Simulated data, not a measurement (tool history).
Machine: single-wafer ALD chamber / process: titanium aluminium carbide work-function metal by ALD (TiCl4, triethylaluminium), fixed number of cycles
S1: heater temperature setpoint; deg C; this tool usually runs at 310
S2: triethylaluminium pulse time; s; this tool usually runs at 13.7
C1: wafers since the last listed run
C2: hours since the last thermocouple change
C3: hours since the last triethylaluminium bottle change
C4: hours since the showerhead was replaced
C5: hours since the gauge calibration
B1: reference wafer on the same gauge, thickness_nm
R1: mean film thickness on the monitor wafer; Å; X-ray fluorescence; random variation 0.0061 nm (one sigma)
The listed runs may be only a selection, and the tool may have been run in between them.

run,day,S1,S2,C1,C2,C3,C4,C5,B1,R1
1,0,310,13.7,0,1891.7,397.1,6772,151.3,2.211,22.38
2,0.683,310,13.7,127,1908.1,413.5,6788.4,167.7,2.208,22.35
3,1.846,310,13.7,217,1936,441.4,6816.3,195.6,2.211,22.28
4,2.592,310,13.7,139,1953.9,459.3,6834.2,213.5,2.21,22.29
5,5.754,310,13.7,591,2029.8,535.2,6910.1,289.4,2.212,22.39
6,7.067,310,13.7,245,2061.3,566.7,6941.6,320.9,2.212,22.34
7,8.183,310,13.7,208,2088.1,593.5,6968.4,347.7,2.207,22.28
8,8.862,310,13.7,126,2104.4,609.8,6984.7,364,2.208,22.13
9,9.571,310,13.7,132,2121.4,626.8,7001.7,381,2.208,22.2
# day 10.321: triethylaluminium bottle replaced
10,10.846,310,13.7,175,2152,12.6,7032.3,411.6,2.213,22.47
# day 11.433: showerhead replaced
11,12.192,306,13.7,189,2184.3,44.9,18.2,443.9,2.212,22.05
12,13.017,316,18.23,154,2204.1,64.7,38,463.7,2.209,23.28
13,13.775,301,18.31,141,2222.3,82.9,56.2,481.9,2.209,21.73
14,14.825,314,10.18,196,2247.5,108.1,81.4,507.1,2.213,22.73
15,15.888,317,16,198,2273,133.6,106.9,532.6,2.209,23.21
# day 16.3: thermocouple changed; heater temperature recalibrated
16,16.646,306,11.86,79,8.3,151.8,125.1,550.8,2.208,22.45
17,17.929,295,18.08,239,39.1,182.6,155.9,581.6,2.209,21.46
# day 18.917: gauge calibrated
18,21.962,320,13.7,753,135.9,279.4,252.7,73.1,2.209,23.96
19,22.642,295,17.24,126,152.2,295.7,269,89.4,2.209,21.35
20,23.242,301,18.54,112,166.6,310.1,283.4,103.8,2.211,21.93
21,24.021,310,13.7,145,185.3,328.8,302.1,122.5,2.211,22.88
22,24.608,310,15.42,109,199.4,342.9,316.2,136.6,2.21,22.95

The next listed run, before its measurement:
23,25.162,303,17.62,103,212.7,356.2,329.5,149.9,?,?

B1: 2.211
R1: 22.14 Å
With no hidden state in the tool, this same run would have given R1 22.4 Å.
